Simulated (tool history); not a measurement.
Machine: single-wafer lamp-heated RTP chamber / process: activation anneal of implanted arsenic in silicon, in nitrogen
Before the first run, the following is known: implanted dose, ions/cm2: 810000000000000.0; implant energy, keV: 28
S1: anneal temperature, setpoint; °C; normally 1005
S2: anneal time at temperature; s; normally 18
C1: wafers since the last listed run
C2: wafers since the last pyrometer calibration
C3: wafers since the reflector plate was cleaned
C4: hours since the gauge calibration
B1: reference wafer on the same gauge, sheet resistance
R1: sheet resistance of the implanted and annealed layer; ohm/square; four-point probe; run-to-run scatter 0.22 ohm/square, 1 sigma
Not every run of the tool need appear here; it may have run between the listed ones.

run     day    S1  S2   C1    C2    C3     C4      B1      R1
  1       0  1005  13    0  5271  5223   61.6  167.66  146.48
  2    0.45  1005  13  129  5401  5353   72.4  167.73  146.58
  3   0.988  1005  13  154  5556  5508   85.3  167.75  146.86
  4   1.733  1005  18  214  5771  5723  103.2  167.82  145.41
  5   2.012  1005  18   80  5851  5803  109.9  167.78  145.03
  6   2.596  1005  18  168  6019  5971  123.9  167.89  144.84
      3.158  -- gauge calibrated
  7   3.292  1005  15  200  6220  6172    3.2  166.91  145.24
      3.658  -- reflector plate cleaned
  8   3.679  1005  15   15  6235     5   12.5  167.05  145.12
  9   3.983  1005  15   87  6323    93   19.8  167.13  145.78
 10   5.104  1005  18  322  6646   416   46.7  167.47  144.26
 11   5.592  1014  15  140  6786   556   58.4  167.52  144.34
 12   6.325   986  27  211  6998   767     76  167.63  145.18
 13   7.054  1005  18  210  7208   978   93.5  167.69  145.18
 14   7.308  1005  13   73  7281  1051   99.6   167.7  146.57
        7.7  -- pyrometer window cleaned and pyrometer calibrated
 15   7.738  1005  18   27    10  1078  109.9  167.71   144.6
 16   8.058   987  14   92   103  1171  117.6  167.76  148.93
      8.229  -- gauge calibrated
 17    9.05  1005  25  285   388  1457   19.7  167.33  143.28
 18     9.5   985  24  129   518  1586   30.5  167.42  146.13
 19   9.992  1005  13  141   660  1728   42.3  167.58  146.47
 20  10.575  1005   8  168   828  1896   56.3  167.71  149.95

Hidden state or all else? Some run-to-run changes of R1, split into what the settings, what came in and random variation would give without the hidden state, and what is left for the hidden state (with any gauge scatter that isn't in both results):
The hidden state here: true wafer temperature minus pyrometer reading, K; wafer temperature error from the tarnished reflector plate, K; gauge reads high (%).
Run 6 -> 7: S2 18 -> 15, gauge calibrated. R1 +0.4 ohm/square: hidden state -0.85, all else +1.25.
Run 15 -> 16: S1 1005 -> 987, S2 18 -> 14. R1 +4.33 ohm/square: hidden state +0.04, all else +4.29.
Run 16 -> 17: S1 987 -> 1005, S2 14 -> 25, gauge calibrated. R1 -5.65 ohm/square: hidden state -0.36, all else -5.29.

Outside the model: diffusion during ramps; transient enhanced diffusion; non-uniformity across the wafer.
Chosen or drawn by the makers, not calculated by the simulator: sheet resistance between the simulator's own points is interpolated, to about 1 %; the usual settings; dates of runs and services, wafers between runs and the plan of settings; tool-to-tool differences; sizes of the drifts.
